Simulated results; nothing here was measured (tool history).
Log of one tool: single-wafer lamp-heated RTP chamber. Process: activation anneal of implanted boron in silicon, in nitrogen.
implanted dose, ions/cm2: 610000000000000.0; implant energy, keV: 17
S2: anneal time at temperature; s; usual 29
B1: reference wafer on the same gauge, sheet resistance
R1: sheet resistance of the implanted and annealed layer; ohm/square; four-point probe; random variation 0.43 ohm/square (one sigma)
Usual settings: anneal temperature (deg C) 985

run 1 hour=0.0 | anneal_temperature_(deg_C)=985 S2=29 | B1=148.96 | R1=170.92
run 2 hour=12.7 | anneal_temperature_(deg_C)=985 S2=29 | B1=148.89 | R1=171.03
run 3 hour=22.7 | anneal_temperature_(deg_C)=985 S2=29 | B1=149.00 | R1=169.95
run 4 hour=29.9 | anneal_temperature_(deg_C)=985 S2=29 | B1=149.07 | R1=170.08
run 5 hour=47.4 | anneal_temperature_(deg_C)=974 S2=29 | B1=149.08 | R1=175.20
run 6 hour=58.2 | anneal_temperature_(deg_C)=974 S2=29 | B1=148.92 | R1=173.38
run 7 hour=75.6 | anneal_temperature_(deg_C)=985 S2=29 | B1=148.90 | R1=169.06
run 8 hour=87.5 | anneal_temperature_(deg_C)=985 S2=29 | B1=148.98 | R1=168.88
run 9 hour=100.2 | anneal_temperature_(deg_C)=999 S2=17 | B1=149.02 | R1=166.92
-- hour=116.9 pyrometer window cleaned and pyrometer calibrated
run 10 hour=117.4 | anneal_temperature_(deg_C)=957 S2=15 | B1=148.94 | R1=203.43
run 11 hour=122.8 | anneal_temperature_(deg_C)=968 S2=40 | B1=148.96 | R1=179.80
run 12 hour=140.0 | anneal_temperature_(deg_C)=1012 S2=23 | B1=148.92 | R1=166.54
run 13 hour=152.7 | anneal_temperature_(deg_C)=1010 S2=14 | B1=149.00 | R1=167.32
-- hour=166.5 reflector plate cleaned
run 14 hour=168.1 | anneal_temperature_(deg_C)=985 S2=29 | B1=148.99 | R1=172.52
-- hour=183.9 gauge calibrated
run 15 hour=197.5 | anneal_temperature_(deg_C)=985 S2=29 | B1=149.07 | R1=171.80
run 16 hour=210.3 | anneal_temperature_(deg_C)=1012 S2=23 | B1=148.94 | R1=165.74
run 17 hour=221.6 | anneal_temperature_(deg_C)=999 S2=17 | B1=148.91 | R1=168.39
run 18 hour=228.7 | anneal_temperature_(deg_C)=1012 S2=37 | B1=148.99 | R1=164.83

Run 19 comes next. What will it give?
run 19 hour=237.5 | anneal_temperature_(deg_C)=1012 S2=12 | B1=? | R1=?

Run 19 gave B1 149.06, R1 166.58 ohm/square.
Without the tool's hidden state the same run would have given R1 167.21 ohm/square.

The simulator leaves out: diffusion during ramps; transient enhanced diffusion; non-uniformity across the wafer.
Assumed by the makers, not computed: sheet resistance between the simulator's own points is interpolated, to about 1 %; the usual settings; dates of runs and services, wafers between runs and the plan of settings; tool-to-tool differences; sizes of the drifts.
